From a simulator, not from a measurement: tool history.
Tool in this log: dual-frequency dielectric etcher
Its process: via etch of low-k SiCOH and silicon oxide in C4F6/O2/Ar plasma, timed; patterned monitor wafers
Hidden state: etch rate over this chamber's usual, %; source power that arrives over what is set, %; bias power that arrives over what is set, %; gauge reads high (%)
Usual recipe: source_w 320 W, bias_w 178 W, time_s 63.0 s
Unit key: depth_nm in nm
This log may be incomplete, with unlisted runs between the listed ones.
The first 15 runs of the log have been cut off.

run	hour	source_w	bias_w	time_s	wafers since the last listed run	hours since the last wet clean	hours since the last source power generator calibration	hours since the last bias power generator calibration	hours since the last upper electrode change	hours since the gauge calibration	read-back reference wafer on the same gauge, depth_nm	depth_nm
16	464.0	320	178	63.0	186	464.5	323.1	2155.1	5495.1	114.4	157.2	177.2
17	484.7	320	214	63.0	136	485.2	343.8	2175.8	5515.8	135.1	156.9	192.0
18	510.9	320	178	51.5	172	511.4	370.0	2202.0	5542.0	161.3	156.6	145.4
# hour 537.2: bias power generator calibrated
# hour 548.6: wet clean of the chamber
# hour 557.0: upper electrode replaced
19	557.5	320	189	68.0	150	8.9	416.6	20.3	0.5	207.9	157.0	188.9
20	558.4	270	165	50.5	5	9.8	417.5	21.2	1.4	208.8	156.7	124.7
21	579.8	350	138	63.0	141	31.2	438.9	42.6	22.8	230.2	157.1	162.0
22	593.7	260	144	63.0	91	45.1	452.8	56.5	36.7	244.1	156.8	146.3
23	639.0	360	210	63.0	298	90.4	498.1	101.8	82.0	289.4	157.2	194.8
24	665.2	320	178	63.0	172	116.6	524.3	128.0	108.2	315.6	156.8	175.7
25	687.8	390	203	49.0	149	139.2	546.9	150.6	130.8	338.2	156.9	154.2
26	718.2	360	204	63.0	200	169.6	577.3	181.0	161.2	368.6	157.0	194.1
27	747.5	320	178	63.0	193	198.9	606.6	210.3	190.5	397.9	157.2	175.0
28	761.4	320	189	50.0	91	212.8	620.5	224.2	204.4	411.8	156.8	143.5
29	777.7	290	135	63.0	107	229.1	636.8	240.5	220.7	428.1	157.1	151.8
30	806.4	270	136	79.0	189	257.8	665.5	269.2	249.4	456.8	157.1	186.6

Forecast each of these 4 alternatives for the next run:
A	806.8	290	178	63.0	2	258.2	665.9	269.6	249.8	457.2	?	?
B	806.8	320	218	44.0	2	258.2	665.9	269.6	249.8	457.2	?	?
C	806.8	290	144	76.0	2	258.2	665.9	269.6	249.8	457.2	?	?
D	806.8	320	211	63.0	2	258.2	665.9	269.6	249.8	457.2	?	?

run	read-back reference wafer on the same gauge, depth_nm	depth_nm
A	157.1	170.5
B	157.1	134.2
C	157.1	188.7
D	157.1	189.6
Take away the tool's hidden state, keep each run's random variation, and the runs would have read:
run	depth_nm
A	166.0
B	130.7
C	183.7
D	184.7
